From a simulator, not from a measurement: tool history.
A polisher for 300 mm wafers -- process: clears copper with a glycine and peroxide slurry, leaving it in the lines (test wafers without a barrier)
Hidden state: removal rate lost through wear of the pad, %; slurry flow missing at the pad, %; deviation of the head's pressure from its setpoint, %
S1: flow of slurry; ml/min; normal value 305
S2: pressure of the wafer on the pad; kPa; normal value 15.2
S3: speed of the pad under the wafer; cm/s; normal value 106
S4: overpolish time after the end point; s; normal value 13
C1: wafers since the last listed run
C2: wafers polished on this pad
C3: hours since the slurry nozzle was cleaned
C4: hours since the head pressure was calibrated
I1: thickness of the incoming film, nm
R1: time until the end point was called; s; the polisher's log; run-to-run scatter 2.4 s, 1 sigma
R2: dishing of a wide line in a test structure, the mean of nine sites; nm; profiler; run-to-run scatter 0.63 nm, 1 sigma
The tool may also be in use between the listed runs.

run   hour   S1    S2   S3  S4   C1   C2     C3     C4     I1     R1    R2
  1      0  305  15.2  136  13    0  408  154.8  556.6  474.5  101.9  43.1
  2    9.9  305  15.2  136  13   45  454  164.7  566.5    483    105    43
  3   23.8  305  15.2  136  13   64  518  178.6  580.4  490.1  105.1  43.1
  4   40.3  305  15.2  106  13   76  594  195.1  596.9  478.8  125.7  38.1
      51.4  -- worn pad replaced by a new one
  5   51.8  305  15.2  106  13   34    1  206.6  608.4  482.6    128  36.5
  6   61.2  305  15.2  106  13   43   45    216  617.8  479.6  129.1  36.4
  7   71.4  305  15.2  106  13   47   92  226.2    628  477.8  120.4  36.1
  8   86.8  305  13.8  106  13   70  163  241.6  643.4    471  133.9  34.4
  9     94  305  13.8  106  13   33  196  248.8  650.6  478.5  136.5  34.5
 10  111.8  305  15.2  106  13   82  278  266.6  668.4  478.5  125.4  36.7
 11    126  305  15.2  106  13   65  343  280.8  682.6  477.4  122.7  35.6
 12  135.3  305  15.2  106  13   42  386  290.1  691.9  486.2  130.6  36.1
 13  145.9  305  15.2  106  13   48  435  300.7  702.5  489.4  133.5  36.1
 14  154.2  305  15.2  106  13   38  473    309  710.8  469.6  122.1  36.3
 15  161.4  305  15.2  106  13   33  507  316.2    718  479.5  124.6  36.9
     180.9  -- worn pad replaced by a new one
 16    198  305  15.2  106  13  150   78  352.8  754.6  479.2  128.6  36.4
     211.7  -- head pressure recalibrated
 17  212.2  305  15.2  106  13   56  135    367    0.5  480.3  128.5  35.4
 18  224.2  345  15.2  106  13   55  190    379   12.5    473  125.5  36.6
 19  230.7  305  15.2  106  13   29  220  385.5     19  482.4  127.7  35.7
 20  239.1  305  15.2  106  13   38  259  393.9   27.4  488.6  130.9  35.1
 21  267.9  275  17.2   84   6  132  391  422.7   56.2  487.5    140  16.6
 22    275  305  15.2  130  13   32  424  429.8   63.3  486.9  114.5  40.7
 23  285.4  305  15.2  106  20   47  472  440.2   73.7  481.8  131.4  51.5
 24  294.2  305  15.2  106  13   40  513    449   82.5  479.3  123.9  35.3
 25  304.3  305  15.2  106  13   46  559  459.1   92.6  478.4  128.8  36.3
 26  319.8  305  19.3   84  13   71  631  474.6  108.1  483.1  128.6  38.2
       325  -- slurry nozzle cleaned
     327.7  -- worn pad replaced by a new one
 27  333.6  305    11   86  13   46   27    8.6  121.9  480.9  175.6  27.3
 28  347.5  305  15.2  106  13   64   91   22.5  135.8  480.7  118.6  38.5
 29  363.1  305  15.2   84  13   71  163   38.1  151.4  488.3  141.6  33.8
 30  377.3  245  15.2  106  20   65  228   52.3  165.6  479.2    128  53.7
 31  389.8  410  15.2  106  13   57  286   64.8  178.1  487.3  116.9  39.3
 32  407.7  305  15.2  106  13   82  368   82.7    196  479.4  118.5  37.7
 33  417.1  305  15.2   96  19   43  412   92.1  205.4  487.1    133    49
 34  423.8  305  15.2  106  13   30  443   98.8  212.1  475.5  122.8  38.2
 35  433.5  390  15.2  140  13   44  487  108.5  221.8  486.5   97.8    45
 36  444.2  305  13.1   86  19   49  537  119.2  232.5  476.4  156.6  42.1

Same runs, no hidden state in the tool, same run-to-run variation:
run     R1    R2
  1   97.3  44.9
  2    100  44.8
  3   99.7    45
  4  118.9    40
  5  120.9  38.4
  6  121.6  38.3
  7  113.2  38.1
  8  125.6  36.3
  9  127.9  36.5
 10  117.2    39
 11  114.4  37.8
 12  121.7  38.4
 13  124.2  38.5
 14  113.5  38.6
 15  115.8  39.3
 16  119.1  38.9
 17  118.8  37.9
 18    117  38.9
 19  117.9  38.3
 20  120.8  37.6
 21  127.7  18.1
 22  105.4  43.7
 23  120.9    55
 24    114    38
 25  118.4    39
 26  118.1  41.1
 27  173.9  27.5
 28  116.9    39
 29  138.9  34.4
 30  124.2    55
 31  114.5    40
 32  114.6  38.7
 33  128.3  50.5
 34  118.2  39.4
 35   94.8  46.2
 36    150  43.6

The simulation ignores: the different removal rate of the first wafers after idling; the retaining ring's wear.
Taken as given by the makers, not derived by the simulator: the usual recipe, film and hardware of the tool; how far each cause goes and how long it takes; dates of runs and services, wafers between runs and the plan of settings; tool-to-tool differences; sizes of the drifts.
